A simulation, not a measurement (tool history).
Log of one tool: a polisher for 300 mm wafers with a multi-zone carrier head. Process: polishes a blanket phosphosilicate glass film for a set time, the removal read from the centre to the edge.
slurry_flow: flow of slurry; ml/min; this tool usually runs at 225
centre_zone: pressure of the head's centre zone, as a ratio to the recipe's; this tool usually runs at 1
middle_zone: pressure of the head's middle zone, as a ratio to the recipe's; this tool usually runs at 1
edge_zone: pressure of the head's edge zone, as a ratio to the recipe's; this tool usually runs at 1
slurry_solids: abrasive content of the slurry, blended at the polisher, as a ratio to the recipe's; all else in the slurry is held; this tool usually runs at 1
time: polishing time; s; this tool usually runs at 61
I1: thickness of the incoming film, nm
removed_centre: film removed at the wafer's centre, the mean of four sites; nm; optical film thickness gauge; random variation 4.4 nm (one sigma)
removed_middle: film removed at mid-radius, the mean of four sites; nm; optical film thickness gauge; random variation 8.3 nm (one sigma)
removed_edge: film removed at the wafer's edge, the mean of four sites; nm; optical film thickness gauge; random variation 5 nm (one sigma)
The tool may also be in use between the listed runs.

run 1 hour=0 | slurry_flow=225 centre_zone=1 middle_zone=1 edge_zone=1 slurry_solids=1 time=61 | I1=3161.4 | removed_centre=664.3 removed_middle=576.8 removed_edge=595.6
-- hour=7.7 worn pad replaced by a new one
run 2 hour=8.4 | slurry_flow=225 centre_zone=1 middle_zone=1 edge_zone=1 slurry_solids=1 time=61 | I1=3116.3 | removed_centre=706 removed_middle=632.6 removed_edge=643.2
run 3 hour=18 | slurry_flow=225 centre_zone=1 middle_zone=1 edge_zone=1 slurry_solids=1 time=61 | I1=3127.7 | removed_centre=715.8 removed_middle=631.5 removed_edge=635.3
run 4 hour=24.1 | slurry_flow=225 centre_zone=1 middle_zone=1.07 edge_zone=1 slurry_solids=1 time=61 | I1=3122 | removed_centre=703.2 removed_middle=667 removed_edge=640
run 5 hour=38 | slurry_flow=225 centre_zone=1 middle_zone=1 edge_zone=1 slurry_solids=1.1 time=61 | I1=3110 | removed_centre=738.1 removed_middle=660.5 removed_edge=659.8
-- hour=70.8 centre zone pressure recalibrated
run 6 hour=71.3 | slurry_flow=225 centre_zone=1 middle_zone=1 edge_zone=1 slurry_solids=1 time=61 | I1=3198.4 | removed_centre=626 removed_middle=628 removed_edge=631.8
-- hour=76.5 carrier head's membrane replaced by a new one
run 7 hour=77 | slurry_flow=225 centre_zone=1 middle_zone=0.92 edge_zone=1.08 slurry_solids=1 time=61 | I1=3119.8 | removed_centre=634.8 removed_middle=585.7 removed_edge=659.4
-- hour=85.2 slurry nozzle cleaned
run 8 hour=88.6 | slurry_flow=225 centre_zone=1 middle_zone=0.92 edge_zone=1.08 slurry_solids=1 time=61 | I1=3109.2 | removed_centre=628.7 removed_middle=589 removed_edge=663.7
-- hour=98.8 edge zone pressure recalibrated
run 9 hour=104.1 | slurry_flow=225 centre_zone=1 middle_zone=0.92 edge_zone=1.08 slurry_solids=1 time=61 | I1=3120.6 | removed_centre=626 removed_middle=587.1 removed_edge=647.9
run 10 hour=115.3 | slurry_flow=225 centre_zone=1 middle_zone=1 edge_zone=1 slurry_solids=1 time=61 | I1=3148.1 | removed_centre=626.6 removed_middle=606.6 removed_edge=627.3
run 11 hour=125.4 | slurry_flow=285 centre_zone=1 middle_zone=1 edge_zone=1 slurry_solids=1.1 time=61 | I1=3187.8 | removed_centre=659.5 removed_middle=657.8 removed_edge=660.3
run 12 hour=137.4 | slurry_flow=225 centre_zone=1 middle_zone=1 edge_zone=1 slurry_solids=1 time=61 | I1=3148.5 | removed_centre=616.6 removed_middle=624.9 removed_edge=612
run 13 hour=145 | slurry_flow=225 centre_zone=0.96 middle_zone=1 edge_zone=1 slurry_solids=1 time=44 | I1=3128.8 | removed_centre=434 removed_middle=443.7 removed_edge=443.2
run 14 hour=153.6 | slurry_flow=225 centre_zone=1.06 middle_zone=1 edge_zone=1 slurry_solids=0.85 time=61 | I1=3132 | removed_centre=601.3 removed_middle=561.7 removed_edge=559.2
run 15 hour=170.9 | slurry_flow=170 centre_zone=1.03 middle_zone=1 edge_zone=1 slurry_solids=0.8 time=47 | I1=3100.5 | removed_centre=427.5 removed_middle=406.1 removed_edge=406.9
run 16 hour=187.4 | slurry_flow=225 centre_zone=1 middle_zone=1 edge_zone=1.07 slurry_solids=0.8 time=73 | I1=3114.6 | removed_centre=654.3 removed_middle=638.3 removed_edge=653.3
run 17 hour=198.3 | slurry_flow=225 centre_zone=1 middle_zone=1 edge_zone=1 slurry_solids=1 time=61 | I1=3133.1 | removed_centre=604.4 removed_middle=589 removed_edge=586.1
run 18 hour=212.4 | slurry_flow=225 centre_zone=1.09 middle_zone=1 edge_zone=1 slurry_solids=1 time=79 | I1=3125.1 | removed_centre=834.9 removed_middle=753.9 removed_edge=750.2
-- hour=220.3 worn pad replaced by a new one
run 19 hour=228.6 | slurry_flow=225 centre_zone=1 middle_zone=1.1 edge_zone=1 slurry_solids=1 time=45 | I1=3111.1 | removed_centre=492.3 removed_middle=507.7 removed_edge=468.4
run 20 hour=244.1 | slurry_flow=225 centre_zone=1 middle_zone=1 edge_zone=1 slurry_solids=1 time=61 | I1=3112.4 | removed_centre=672.6 removed_middle=641.1 removed_edge=638.5
run 21 hour=271.3 | slurry_flow=225 centre_zone=1 middle_zone=0.9 edge_zone=1 slurry_solids=1 time=61 | I1=3176.3 | removed_centre=673 removed_middle=569.4 removed_edge=645.3
run 22 hour=284.9 | slurry_flow=225 centre_zone=1.03 middle_zone=1 edge_zone=1 slurry_solids=1 time=61 | I1=3142.2 | removed_centre=691.4 removed_middle=629.9 removed_edge=642

How would selected steps in removed_centre from run to run divide? Give the signed amount a tool lacking its hidden state would still show from settings, what came in and random variation, and the signed amount left for the hidden state, including any gauge scatter that is not in both of the compared results.
What the log doesn't record here: removal rate lost through wear of the pad, %; slurry flow missing at the pad, %; deviation of the centre zone's pressure from its setpoint, %; deviation of the edge zone's pressure from its setpoint, %.
Run 5 -> 6: slurry_solids 1.1 -> 1, centre zone pressure recalibrated. removed_centre -112.1 nm: hidden state -82.5, all else -29.6.
Run 17 -> 18: centre_zone 1 -> 1.09, time 61 -> 79. removed_centre +230.5 nm: hidden state -25.4, all else +255.9.
Run 18 -> 19: centre_zone 1.09 -> 1, middle_zone 1 -> 1.1, time 79 -> 45, worn pad replaced by a new one. removed_centre -342.6 nm: hidden state +82.1, all else -424.7.
